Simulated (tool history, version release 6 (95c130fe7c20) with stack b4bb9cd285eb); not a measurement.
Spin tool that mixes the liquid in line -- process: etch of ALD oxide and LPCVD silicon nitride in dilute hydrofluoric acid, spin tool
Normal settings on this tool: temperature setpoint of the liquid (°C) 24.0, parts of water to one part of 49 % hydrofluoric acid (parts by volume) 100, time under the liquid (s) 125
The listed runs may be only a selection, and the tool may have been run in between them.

run	day	temperature setpoint of the liquid (°C)	parts of water to one part of 49 % hydrofluoric acid (parts by volume)	time under the liquid (s)	read-back film thickness of the ALD oxide reference wafer, read on the same gauge (nm)	read-back film thickness of the LPCVD silicon nitride reference wafer, read on the same gauge (nm)	thickness taken off the ALD oxide on a monitor wafer (Å)	thickness taken off the LPCVD silicon nitride on a monitor wafer (Å)
1	0.000	25.5	100	125	30.01	120.014	279.2	4.69
2	0.421	25.5	100	125	30.04	120.001	283.5	5.06
3	0.900	29.0	100	125	30.01	120.005	326.5	5.60
4	1.571	24.0	100	125	30.03	119.978	271.5	4.38
5	2.092	24.0	85	125	29.97	119.990	322.1	5.06
6	2.646	21.5	55	160	29.97	119.995	598.8	8.49
7	3.542	27.5	55	125	29.97	119.982	592.0	9.93
8	4.721	20.0	130	80	29.97	120.008	108.1	1.55
9	5.100	24.0	100	125	29.98	119.990	267.3	4.33
# day 5.188: thermometer replaced
10	5.838	24.0	100	125	29.93	119.998	294.7	5.29
11	6.221	24.0	100	190	30.04	120.012	442.8	7.37
12	6.858	22.0	125	105	30.03	120.023	176.7	2.86
13	7.142	24.0	100	125	30.00	119.984	294.6	4.78
# day 7.612: hydrofluoric acid flow meter replaced
14	7.629	24.0	100	80	30.00	120.016	186.3	3.22
# day 7.933: gauge calibrated
15	7.950	24.0	120	70	30.01	119.992	133.6	2.26
16	8.692	19.5	100	90	29.98	120.000	177.2	2.77
17	10.246	24.0	100	125	30.01	119.983	291.1	4.98
18	10.712	22.0	120	80	29.98	120.000	140.1	2.33
19	11.262	26.0	100	90	29.97	119.979	230.4	3.98
20	11.775	24.0	125	195	30.01	120.015	354.8	6.33
21	12.467	21.0	80	60	29.99	119.967	158.8	2.52
22	13.192	19.5	100	90	29.96	120.004	174.9	2.79
23	13.817	19.5	60	125	30.00	119.986	419.2	5.85
24	15.712	24.0	120	125	30.03	120.005	238.7	4.17
25	16.125	26.5	135	85	30.03	120.001	154.1	2.95

Selected run-to-run steps in thickness taken off the ALD oxide on a monitor wafer (Å), each split into two signed amounts: the part the tool would show with no hidden state at all (from settings, incoming material and random variation), and the remainder, which goes to the hidden state together with any gauge scatter not common to the measured and the hidden-state-free results:
Hidden conditions of the tool in this case: liquid colder than its thermometer reads (K); hydrofluoric acid flow above the setpoint (%); gauge reads high (%).
Run 5 -> 6: temperature setpoint of the liquid (°C) 24.0 -> 21.5, parts of water to one part of 49 % hydrofluoric acid (parts by volume) 85 -> 55, time under the liquid (s) 125 -> 160. thickness taken off the ALD oxide on a monitor wafer (Å) +276.7: hidden state -36.4, all else +313.1.
Run 7 -> 8: temperature setpoint of the liquid (°C) 27.5 -> 20.0, parts of water to one part of 49 % hydrofluoric acid (parts by volume) 55 -> 130, time under the liquid (s) 125 -> 80. thickness taken off the ALD oxide on a monitor wafer (Å) -483.9: hidden state +57.3, all else -541.2.
